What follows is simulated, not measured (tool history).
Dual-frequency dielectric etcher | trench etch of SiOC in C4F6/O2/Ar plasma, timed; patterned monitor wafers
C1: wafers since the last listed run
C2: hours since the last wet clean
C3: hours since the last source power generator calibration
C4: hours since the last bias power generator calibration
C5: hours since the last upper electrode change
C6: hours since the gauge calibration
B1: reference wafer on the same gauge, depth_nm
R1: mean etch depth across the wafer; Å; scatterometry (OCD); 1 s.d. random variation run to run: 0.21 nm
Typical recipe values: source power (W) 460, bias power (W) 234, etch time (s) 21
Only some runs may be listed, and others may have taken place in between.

{"run": 1, "day": 0.0, "source power (W)": 530, "bias power (W)": 234, "etch time (s)": 21, "C1": 0, "C2": 269, "C3": 3645.3, "C4": 1207.2, "C5": 4331.1, "C6": 1649.3, "B1": 48, "R1": 578}
{"run": 2, "day": 2.583, "source power (W)": 460, "bias power (W)": 234, "etch time (s)": 21, "C1": 571, "C2": 331, "C3": 3707.3, "C4": 1269.2, "C5": 4393.1, "C6": 1711.3, "B1": 48, "R1": 549}
{"run": 3, "day": 4.879, "source power (W)": 460, "bias power (W)": 234, "etch time (s)": 21, "C1": 507, "C2": 386.1, "C3": 3762.4, "C4": 1324.3, "C5": 4448.2, "C6": 1766.4, "B1": 48, "R1": 552}
{"run": 4, "day": 6.062, "source power (W)": 500, "bias power (W)": 211, "etch time (s)": 21, "C1": 261, "C2": 414.5, "C3": 3790.8, "C4": 1352.7, "C5": 4476.6, "C6": 1794.8, "B1": 48, "R1": 551}
{"day": 8.246, "done": "wet clean of the chamber"}
{"run": 5, "day": 8.267, "source power (W)": 460, "bias power (W)": 234, "etch time (s)": 26, "C1": 266, "C2": 0.5, "C3": 3843.7, "C4": 1405.6, "C5": 4529.5, "C6": 1847.7, "B1": 48, "R1": 645}
{"run": 6, "day": 9.217, "source power (W)": 460, "bias power (W)": 234, "etch time (s)": 26, "C1": 210, "C2": 23.3, "C3": 3866.5, "C4": 1428.4, "C5": 4552.3, "C6": 1870.5, "B1": 48, "R1": 648}
{"run": 7, "day": 11.662, "source power (W)": 460, "bias power (W)": 234, "etch time (s)": 26, "C1": 541, "C2": 82, "C3": 3925.2, "C4": 1487.1, "C5": 4611, "C6": 1929.2, "B1": 48, "R1": 647}
{"run": 8, "day": 13.979, "source power (W)": 410, "bias power (W)": 234, "etch time (s)": 21, "C1": 512, "C2": 137.6, "C3": 3980.8, "C4": 1542.7, "C5": 4666.6, "C6": 1984.8, "B1": 48, "R1": 505}
{"day": 14.967, "done": "source power generator calibrated"}
{"run": 9, "day": 15.612, "source power (W)": 410, "bias power (W)": 234, "etch time (s)": 21, "C1": 324, "C2": 176.8, "C3": 15.5, "C4": 1581.9, "C5": 4705.8, "C6": 2024, "B1": 48, "R1": 508}
{"run": 10, "day": 18.554, "source power (W)": 500, "bias power (W)": 279, "etch time (s)": 26.5, "C1": 650, "C2": 247.4, "C3": 86.1, "C4": 1652.5, "C5": 4776.4, "C6": 2094.6, "B1": 48, "R1": 740}
{"run": 11, "day": 19.583, "source power (W)": 580, "bias power (W)": 219, "etch time (s)": 24, "C1": 227, "C2": 272.1, "C3": 110.8, "C4": 1677.2, "C5": 4801.1, "C6": 2119.3, "B1": 48, "R1": 655}
{"run": 12, "day": 21.083, "source power (W)": 380, "bias power (W)": 234, "etch time (s)": 18, "C1": 331, "C2": 308.1, "C3": 146.8, "C4": 1713.2, "C5": 4837.1, "C6": 2155.3, "B1": 48, "R1": 428}
{"day": 22.95, "done": "wet clean of the chamber"}
{"run": 13, "day": 22.971, "source power (W)": 460, "bias power (W)": 193, "etch time (s)": 24, "C1": 196, "C2": 0.5, "C3": 192.1, "C4": 1758.5, "C5": 4882.4, "C6": 2200.6, "B1": 48, "R1": 555}
{"run": 14, "day": 25.296, "source power (W)": 380, "bias power (W)": 234, "etch time (s)": 16, "C1": 514, "C2": 56.3, "C3": 247.9, "C4": 1814.3, "C5": 4938.2, "C6": 2256.4, "B1": 48, "R1": 371}
{"day": 25.662, "done": "gauge calibrated"}
{"run": 15, "day": 26.329, "source power (W)": 460, "bias power (W)": 283, "etch time (s)": 21, "C1": 228, "C2": 81.1, "C3": 272.7, "C4": 1839.1, "C5": 4963, "C6": 16, "B1": 48, "R1": 564}
{"day": 27.746, "done": "bias power generator calibrated"}
{"run": 16, "day": 29.25, "source power (W)": 460, "bias power (W)": 281, "etch time (s)": 17, "C1": 609, "C2": 151.2, "C3": 342.8, "C4": 36.1, "C5": 5033.1, "C6": 86.1, "B1": 48, "R1": 470}
{"run": 17, "day": 31.433, "source power (W)": 540, "bias power (W)": 180, "etch time (s)": 21, "C1": 483, "C2": 203.6, "C3": 395.2, "C4": 88.5, "C5": 5085.5, "C6": 138.5, "B1": 48, "R1": 528}
{"day": 34.583, "done": "upper electrode replaced"}
{"run": 18, "day": 34.604, "source power (W)": 460, "bias power (W)": 234, "etch time (s)": 21, "C1": 480, "C2": 279.7, "C3": 471.3, "C4": 164.6, "C5": 0.5, "C6": 214.6, "B1": 48.1, "R1": 547}

Estimate the outcome of run 19 from the log above:
{"run": 19, "day": 34.925, "source power (W)": 460, "bias power (W)": 290, "etch time (s)": 21, "C1": 70, "C2": 287.4, "C3": 479, "C4": 172.3, "C5": 8.2, "C6": 222.3, "B1": "?", "R1": "?"}

B1: 48
R1: 599 Å
Had the tool carried no hidden state, the very same run would have given R1 581 Å.

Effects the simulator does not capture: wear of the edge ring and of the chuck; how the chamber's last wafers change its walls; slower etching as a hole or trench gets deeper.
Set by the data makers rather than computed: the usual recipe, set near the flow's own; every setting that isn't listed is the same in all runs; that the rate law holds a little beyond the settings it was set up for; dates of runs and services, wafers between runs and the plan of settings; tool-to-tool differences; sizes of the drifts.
